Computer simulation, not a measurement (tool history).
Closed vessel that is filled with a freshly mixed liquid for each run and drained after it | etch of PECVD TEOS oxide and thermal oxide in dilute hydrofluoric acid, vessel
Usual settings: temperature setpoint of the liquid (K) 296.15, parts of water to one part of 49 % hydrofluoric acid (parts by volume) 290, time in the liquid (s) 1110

run	hour	temperature setpoint of the liquid (K)	parts of water to one part of 49 % hydrofluoric acid (parts by volume)	time in the liquid (s)	read-back film thickness of the PECVD TEOS oxide reference wafer, read on the same gauge (nm)	read-back film thickness of the thermal oxide reference wafer, read on the same gauge (nm)	thickness taken off the PECVD TEOS oxide on a monitor wafer (Å)	thickness taken off the thermal oxide on a monitor wafer (Å)
1	0.0	296.15	290	1110	40.65	121.99	244.2	143.7
2	23.9	296.15	260	1110	40.71	122.07	278.2	165.4
3	43.0	296.15	225	1110	40.70	122.17	332.8	194.5
4	69.5	296.15	225	1110	40.73	122.24	337.7	197.9
5	100.5	296.15	195	1110	40.80	122.36	396.9	234.8
6	121.3	296.15	395	1110	40.81	122.40	162.6	96.9
7	143.7	296.15	395	1110	40.82	122.50	163.2	96.2
8	165.3	296.15	395	1110	40.86	122.52	160.8	94.7
9	184.8	296.15	290	1110	40.86	122.57	243.4	145.5
# hour 228.9: hydrofluoric acid flow meter replaced
10	265.3	296.15	290	765	40.90	122.71	169.7	98.9
11	280.8	296.15	290	765	40.93	122.75	168.0	98.3
12	313.4	296.15	425	530	40.93	122.79	70.7	41.1
13	348.1	296.15	425	530	40.92	122.76	70.7	40.8
# hour 371.9: gauge calibrated
14	377.9	296.15	210	1110	40.02	120.09	360.3	212.5
15	458.8	298.65	290	930	40.37	121.10	220.2	128.7
16	478.8	291.15	175	860	40.47	121.32	286.2	172.3
17	495.2	296.15	290	1110	40.48	121.49	242.9	144.5
18	516.8	293.65	290	1110	40.50	121.64	219.9	130.9
# hour 519.0: thermometer replaced
19	544.7	300.15	290	1680	40.61	121.83	422.2	250.3
20	577.8	299.15	375	1110	40.67	122.09	191.6	115.9
21	632.1	296.15	290	1110	40.80	122.37	243.4	143.1
22	651.1	296.15	155	910	40.85	122.44	431.8	256.2
23	672.7	296.15	245	1110	40.89	122.54	304.7	179.8
24	685.9	292.65	290	665	40.86	122.60	126.9	76.2
25	707.5	298.65	230	875	40.90	122.70	281.8	166.5
26	721.3	298.15	290	835	40.93	122.75	198.2	116.6
27	737.2	293.15	165	745	40.95	122.81	290.2	172.6

Below are 3 alternative next runs, each starting from the tool's condition after run 27. Predict each:
A	738.2	296.15	290	1110	?	?	?	?
B	738.2	296.15	290	1405	?	?	?	?
C	738.2	292.15	430	1405	?	?	?	?

run	read-back film thickness of the PECVD TEOS oxide reference wafer, read on the same gauge (nm)	read-back film thickness of the thermal oxide reference wafer, read on the same gauge (nm)	thickness taken off the PECVD TEOS oxide on a monitor wafer (Å)	thickness taken off the thermal oxide on a monitor wafer (Å)
A	40.93	122.79	245.1	142.7
B	40.93	122.79	310.2	180.6
C	40.93	122.79	161.0	93.7
What these runs would have given with no unlogged condition in the tool:
run	thickness taken off the PECVD TEOS oxide on a monitor wafer (Å)	thickness taken off the thermal oxide on a monitor wafer (Å)
A	239.5	139.4
B	303.2	176.5
C	157.4	91.6

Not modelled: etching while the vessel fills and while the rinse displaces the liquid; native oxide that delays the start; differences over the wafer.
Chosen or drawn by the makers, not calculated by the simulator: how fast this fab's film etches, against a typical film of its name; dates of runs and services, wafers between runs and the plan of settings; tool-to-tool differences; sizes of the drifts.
